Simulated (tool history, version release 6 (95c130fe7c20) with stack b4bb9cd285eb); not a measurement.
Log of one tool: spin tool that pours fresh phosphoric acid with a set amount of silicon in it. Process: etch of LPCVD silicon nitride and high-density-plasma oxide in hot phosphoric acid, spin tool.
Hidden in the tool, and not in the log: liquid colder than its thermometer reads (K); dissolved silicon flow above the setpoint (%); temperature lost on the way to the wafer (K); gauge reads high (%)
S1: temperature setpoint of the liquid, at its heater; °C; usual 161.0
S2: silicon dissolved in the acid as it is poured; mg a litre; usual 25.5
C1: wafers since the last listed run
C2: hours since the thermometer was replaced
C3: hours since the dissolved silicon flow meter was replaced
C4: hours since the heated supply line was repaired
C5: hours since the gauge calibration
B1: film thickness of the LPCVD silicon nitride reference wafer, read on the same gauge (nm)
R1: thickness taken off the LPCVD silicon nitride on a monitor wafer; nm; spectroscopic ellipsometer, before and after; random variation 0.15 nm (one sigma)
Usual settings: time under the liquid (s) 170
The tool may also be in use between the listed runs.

Run 1, hour 0.0: usual settings; C1 0; C2 1881.0; C3 1116.3; C4 2889.0; C5 1004.3; B1 140.04. Result: R1 14.56 nm.
Run 2, hour 69.8: usual settings; C1 619; C2 1950.8; C3 1186.1; C4 2958.8; C5 1074.1; B1 139.99. Result: R1 14.27 nm.
Run 3, hour 113.1: usual settings; C1 384; C2 1994.1; C3 1229.4; C4 3002.1; C5 1117.4; B1 140.00. Result: R1 14.31 nm.
At hour 127.7: gauge calibrated.
Run 4, hour 157.3: usual settings but S1 158.5 °C, time under the liquid (s) 200; C1 392; C2 2038.3; C3 1273.6; C4 3046.3; C5 29.6; B1 139.99. Result: R1 15.49 nm.
Run 5, hour 221.4: usual settings; C1 569; C2 2102.4; C3 1337.7; C4 3110.4; C5 93.7; B1 140.02. Result: R1 14.33 nm.
Run 6, hour 261.7: usual settings but S1 164.0 °C, S2 9.5 mg a litre, time under the liquid (s) 110; C1 357; C2 2142.7; C3 1378.0; C4 3150.7; C5 134.0; B1 139.98. Result: R1 10.19 nm.
Run 7, hour 291.6: usual settings but S1 158.5 °C, S2 16.5 mg a litre, time under the liquid (s) 135; C1 265; C2 2172.6; C3 1407.9; C4 3180.6; C5 163.9; B1 140.01. Result: R1 10.43 nm.
At hour 318.7: dissolved silicon flow meter replaced.
Run 8, hour 325.4: usual settings but S1 162.0 °C, S2 17.5 mg a litre, time under the liquid (s) 260; C1 291; C2 2206.4; C3 6.7; C4 3214.4; C5 197.7; B1 139.97. Result: R1 22.36 nm.
At hour 357.5: thermometer replaced.
Run 9, hour 369.4: usual settings; C1 381; C2 11.9; C3 50.7; C4 3258.4; C5 241.7; B1 139.97. Result: R1 14.22 nm.
Run 10, hour 400.6: usual settings but S1 162.0 °C, S2 34.5 mg a litre, time under the liquid (s) 215; C1 277; C2 43.1; C3 81.9; C4 3289.6; C5 272.9; B1 139.96. Result: R1 18.84 nm.
Run 11, hour 468.9: usual settings but S1 160.0 °C, S2 17.0 mg a litre, time under the liquid (s) 195; C1 606; C2 111.4; C3 150.2; C4 3357.9; C5 341.2; B1 139.98. Result: R1 15.73 nm.

Forecast run 12:
At hour 472.3: heated supply line repaired.
Run 12, hour 526.1: usual settings; C1 499; C2 168.6; C3 207.4; C4 53.8; C5 398.4; B1 ?. Result: R1 ?.

Run 12 gave B1 140.00, R1 15.96 nm.
Without the tool's hidden state the same run would have given R1 16.08 nm.

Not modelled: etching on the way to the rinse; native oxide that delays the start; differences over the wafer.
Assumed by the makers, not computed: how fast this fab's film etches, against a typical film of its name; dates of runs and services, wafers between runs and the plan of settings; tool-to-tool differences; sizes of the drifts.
